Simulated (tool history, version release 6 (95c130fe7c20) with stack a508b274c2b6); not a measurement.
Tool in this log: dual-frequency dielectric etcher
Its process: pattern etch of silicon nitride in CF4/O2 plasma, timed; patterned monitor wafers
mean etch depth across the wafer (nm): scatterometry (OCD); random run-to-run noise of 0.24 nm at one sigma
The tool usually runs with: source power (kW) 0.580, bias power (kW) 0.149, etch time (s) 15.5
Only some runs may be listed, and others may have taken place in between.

run     day  source power (kW)  bias power (kW)  etch time (s)  read-back reference wafer on the same gauge, depth_nm  mean etch depth across the wafer (nm)
  1   0.000              0.580            0.149           15.5                                                  40.32                                  35.52
      2.088  -- wet clean of the chamber
  2   2.792              0.580            0.149           15.5                                                  40.26                                  35.38
  3  11.492              0.580            0.149           15.5                                                  40.37                                  35.64
  4  13.129              0.580            0.149           15.5                                                  40.34                                  35.51
     15.021  -- bias power generator calibrated
  5  15.746              0.580            0.149           15.5                                                  40.29                                  36.30
  6  18.425              0.580            0.149           15.5                                                  40.45                                  36.69
  7  20.383              0.580            0.149           13.0                                                  40.23                                  30.73
     21.846  -- wet clean of the chamber
  8  21.867              0.660            0.121           15.5                                                  40.39                                  36.85
  9  24.392              0.580            0.149           15.5                                                  40.36                                  36.65
 10  26.246              0.670            0.166           15.5                                                  40.36                                  45.02
     27.146  -- source power generator calibrated
 11  29.100              0.580            0.149           15.5                                                  40.28                                  37.44
 12  30.158              0.580            0.163           15.5                                                  40.32                                  39.64
 13  31.683              0.580            0.172           15.5                                                  40.33                                  40.39
 14  33.846              0.580            0.132           13.5                                                  40.34                                  30.48
     36.550  -- upper electrode replaced
 15  36.754              0.620            0.149           15.5                                                  40.30                                  40.07
 16  38.983              0.480            0.165           19.5                                                  40.25                                  40.31
 17  40.608              0.580            0.149           15.5                                                  40.28                                  37.17
 18  41.729              0.580            0.149           15.5                                                  40.30                                  37.38
 19  43.921              0.580            0.149           15.5                                                  40.24                                  37.61
     45.496  -- wet clean of the chamber
 20  46.000              0.580            0.149           15.5                                                  40.23                                  36.93
 21  47.617              0.580            0.149           15.5                                                  40.29                                  36.74
 22  49.629              0.580            0.149           19.0                                                  40.36                                  45.32
 23  51.879              0.710            0.149           15.5                                                  40.25                                  45.31
     52.742  -- gauge calibrated
 24  54.021              0.670            0.166           15.5                                                  40.33                                  45.76
 25  56.962              0.580            0.130           13.0                                                  40.33                                  28.20
     66.012  -- wet clean of the chamber
 26  66.033              0.630            0.149           15.5                                                  40.27                                  39.70
 27  67.671              0.620            0.177           13.5                                                  40.35                                  37.25
 28  69.471              0.580            0.149           15.5                                                  40.40                                  36.72
 29  71.462              0.450            0.119           17.5                                                  40.35                                  27.23

Below, each run's measurement less what the same run would have read without the hidden state. Both values contain the same run-to-run variation, but the gauge's scatter may not be the same in both:
Hidden state at play: etch rate over this chamber's usual, %; source power that arrives over what is set, %; bias power that arrives over what is set, %; gauge reads high (%).
run  mean etch depth across the wafer (nm)
  1                                  -2.58
  2                                  -2.60
  3                                  -2.73
  4                                  -2.73
  5                                  -1.61
  6                                  -1.66
  7                                  -1.40
  8                                  -1.72
  9                                  -1.72
 10                                  -2.13
 11                                  -0.53
 12                                  -0.62
 13                                  -0.70
 14                                  -0.61
 15                                  -0.93
 16                                  -1.04
 17                                  -1.03
 18                                  -1.07
 19                                  -1.17
 20                                  -1.22
 21                                  -1.28
 22                                  -1.67
 23                                  -1.77
 24                                  -1.88
 25                                  -1.23
 26                                  -2.04
 27                                  -1.97
 28                                  -1.98
 29                                  -1.51
